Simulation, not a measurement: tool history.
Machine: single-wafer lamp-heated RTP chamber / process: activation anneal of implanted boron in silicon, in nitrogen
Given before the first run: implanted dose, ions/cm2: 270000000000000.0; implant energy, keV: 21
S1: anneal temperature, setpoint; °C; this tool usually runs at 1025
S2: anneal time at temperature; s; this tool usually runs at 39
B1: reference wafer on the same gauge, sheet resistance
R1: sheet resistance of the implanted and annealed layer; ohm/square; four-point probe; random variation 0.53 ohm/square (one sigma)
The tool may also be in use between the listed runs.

run   hour    S1  S2      B1      R1
  1    0.0  1025  39  287.98  351.10
  2   29.7  1040  32  287.96  349.56
  3   54.9  1040  32  287.92  350.37
  4   85.6  1025  39  287.98  352.18
  5  116.6  1025  39  288.01  351.77
  6  139.5  1025  51  287.92  350.79
  7  172.2  1025  51  287.98  350.60
  8  196.1  1025  51  288.04  350.19
     222.6  -- gauge calibrated
  9  229.2  1000  33  288.02  355.98
     261.1  -- reflector plate cleaned
 10  261.6  1000  33  287.99  356.34
     275.7  -- pyrometer window cleaned and pyrometer calibrated
 11  279.1  1025  52  288.02  350.76
 12  301.6  1006  22  288.06  355.17
 13  318.2  1025  39  287.92  351.94
 14  352.6  1014  62  288.05  351.73
 15  367.8  1025  17  287.91  353.31
 16  400.4  1050  28  288.00  351.79

3 options for the next run, each taken on its own from the tool as it stands now. Forecast them:
  A  400.8  1016  39   ?   ?
  B  400.8  1041  16   ?   ?
  C  400.8  1035  53   ?   ?

run      B1      R1
  A  288.02  353.03
  B  288.02  352.92
  C  288.02  350.47
What these runs would have given with no unlogged condition in the tool:
run      R1
  A  353.03
  B  352.92
  C  350.47
